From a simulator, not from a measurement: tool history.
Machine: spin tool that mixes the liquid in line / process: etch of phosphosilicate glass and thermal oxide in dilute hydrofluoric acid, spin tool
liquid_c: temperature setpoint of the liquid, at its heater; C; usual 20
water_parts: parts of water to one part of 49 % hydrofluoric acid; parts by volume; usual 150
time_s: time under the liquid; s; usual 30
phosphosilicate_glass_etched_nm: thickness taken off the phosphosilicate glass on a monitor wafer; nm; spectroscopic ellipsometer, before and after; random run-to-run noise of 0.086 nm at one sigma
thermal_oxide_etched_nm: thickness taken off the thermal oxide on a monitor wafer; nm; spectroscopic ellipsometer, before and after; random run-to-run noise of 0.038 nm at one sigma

run   hour  liquid_c  water_parts  time_s  read-back film thickness of the phosphosilicate glass reference wafer, read on the same gauge (nm)  read-back film thickness of the thermal oxide reference wafer, read on the same gauge (nm)  phosphosilicate_glass_etched_nm  thermal_oxide_etched_nm
  1      0        20          150      30                                                                                               30.01                                                                                     149.983                            13.62                    0.765
  2    7.2        20          150      30                                                                                               30.03                                                                                     149.985                            13.47                     0.78
      29.5  -- hydrofluoric acid flow meter replaced
  3   40.7        20          150      30                                                                                               30.04                                                                                     150.029                            13.54                    0.765
  4     48        20          150      30                                                                                               30.03                                                                                     150.038                            13.53                    0.821
  5   63.5        20          150      30                                                                                                  30                                                                                     150.006                            13.53                    0.872
  6     74        20          150      30                                                                                                  30                                                                                     150.028                            13.65                    0.788
      81.1  -- gauge calibrated
  7   91.6        20          150      30                                                                                               30.01                                                                                     149.986                            13.51                    0.848
  8  101.9        20          150      30                                                                                                  30                                                                                     150.006                            13.49                    0.854
  9  107.9        17          150      30                                                                                               30.02                                                                                     149.978                             12.1                    0.686
 10  114.7        17          100      25                                                                                               30.03                                                                                     149.988                             15.8                    0.898
 11  130.2        20          150      30                                                                                               30.01                                                                                     150.042                            13.48                    0.862
 12  137.7      18.5          100      25                                                                                               30.03                                                                                     149.952                            16.91                    0.928
 13  146.4        17          170      15                                                                                               30.01                                                                                     149.999                             5.21                    0.293
 14  153.5        20          150      30                                                                                               30.03                                                                                     149.979                            13.49                    0.837
     157.2  -- thermometer replaced
 15  163.9        17          150      15                                                                                               30.01                                                                                     150.038                             6.02                    0.356
 16    170        23          150      20                                                                                               30.01                                                                                     150.006                            10.08                    0.604
 17    183        20          115      30                                                                                               30.02                                                                                     149.968                            18.37                    0.972
 18  198.1        20          150      30                                                                                               29.96                                                                                     149.983                            13.55                    0.808
 19    215        17          210      30                                                                                               30.04                                                                                     149.998                             8.15                    0.491
 20  227.5        20          150      30                                                                                                  30                                                                                     149.982                            13.65                    0.783
 21  237.2      23.5           95      35                                                                                               29.96                                                                                     150.013                            30.33                    1.799
 22  245.4        18           85      35                                                                                                  30                                                                                     149.944                            27.11                    1.779
 23  253.1        20          150      30                                                                                                  30                                                                                     150.029                            13.62                    0.787
 24  299.7      18.5          150      20                                                                                               30.01                                                                                     149.974                             8.46                    0.525
 25  308.6        22           95      30                                                                                               30.02                                                                                     149.973                             24.7                    1.492
 26  356.5        20          150      30                                                                                               29.98                                                                                     150.045                            13.52                    0.836

Branching from run 26: 4 alternative next runs. What would each branch give?
  A  356.9        20          190      30                                                                                                   ?                                                                                           ?                                ?                        ?
  B  356.9      17.5          110      50                                                                                                   ?                                                                                           ?                                ?                        ?
  C  356.9        17          210      50                                                                                                   ?                                                                                           ?                                ?                        ?
  D  356.9        23          220      25                                                                                                   ?                                                                                           ?                                ?                        ?

run  read-back film thickness of the phosphosilicate glass reference wafer, read on the same gauge (nm)  read-back film thickness of the thermal oxide reference wafer, read on the same gauge (nm)  phosphosilicate_glass_etched_nm  thermal_oxide_etched_nm
  A                                                                                               29.99                                                                                     149.986                             10.3                    0.601
  B                                                                                               29.99                                                                                     149.986                            29.07                    1.697
  C                                                                                               29.99                                                                                     149.986                            13.54                    0.791
  D                                                                                               29.99                                                                                     149.986                             8.06                     0.47
Had the tool no hidden state, the same runs would have come out as:
run  phosphosilicate_glass_etched_nm  thermal_oxide_etched_nm
  A                             10.3                    0.601
  B                            29.07                    1.697
  C                            13.54                    0.791
  D                             8.06                     0.47
